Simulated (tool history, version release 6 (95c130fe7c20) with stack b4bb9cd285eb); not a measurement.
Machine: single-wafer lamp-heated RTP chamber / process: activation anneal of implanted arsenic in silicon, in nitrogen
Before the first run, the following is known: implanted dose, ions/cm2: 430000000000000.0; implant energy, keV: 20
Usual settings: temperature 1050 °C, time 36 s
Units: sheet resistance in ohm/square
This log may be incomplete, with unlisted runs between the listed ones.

run,hour,temperature,time,"read-back reference wafer on the same gauge, sheet resistance",sheet resistance
1,0,1043,36,244.96,235.06
2,23.5,1043,36,244.91,234.37
3,50.5,1050,36,245.08,232.74
4,119.5,1050,36,244.95,232.59
5,154.6,1050,36,244.99,231.98
6,186,1050,36,245.01,232.1
7,217,1050,36,245.02,231.81
8,234.5,1050,36,245,231.87
9,251.5,1062,43,244.99,227.2
10,275,1062,43,244.94,226.88
11,299.4,1079,29,245.04,227.44
12,322.2,1078,19,245.02,231.87
13,337.1,1050,36,245,234.41
14,370.6,1050,36,245,234.75
15,401.8,1064,46,245.03,228.48
16,427.3,1065,36,244.86,230.85
17,441.5,1050,36,244.95,234.62
18,463.9,1030,48,244.99,236.11
19,479.7,1050,36,245.07,233.3
20,508.4,1078,51,244.92,223.39
21,543.9,1040,24,244.89,240.38

Taken out of this log: 3 entries between the listed runs. Where each belongs, and how the hidden state differs across it:
Logged between run 7 and run 8: reflector plate cleaned (hour 230.3)
  true wafer temperature minus pyrometer reading, K: 9.92 -> 10.2
  measured value less the no-hidden-state value, sheet resistance: -2.33 -> -2.4 ohm/square
Logged between run 11 and run 12: gauge calibrated (hour 311.9)
  true wafer temperature minus pyrometer reading, K: 11.2 -> 11.5
  measured value less the no-hidden-state value, sheet resistance: -2.75 -> -2.59 ohm/square
Logged between run 12 and run 13: pyrometer window cleaned and pyrometer calibrated (hour 336)
  true wafer temperature minus pyrometer reading, K: 11.5 -> 0.205
  measured value less the no-hidden-state value, sheet resistance: -2.59 -> -0.04 ohm/square
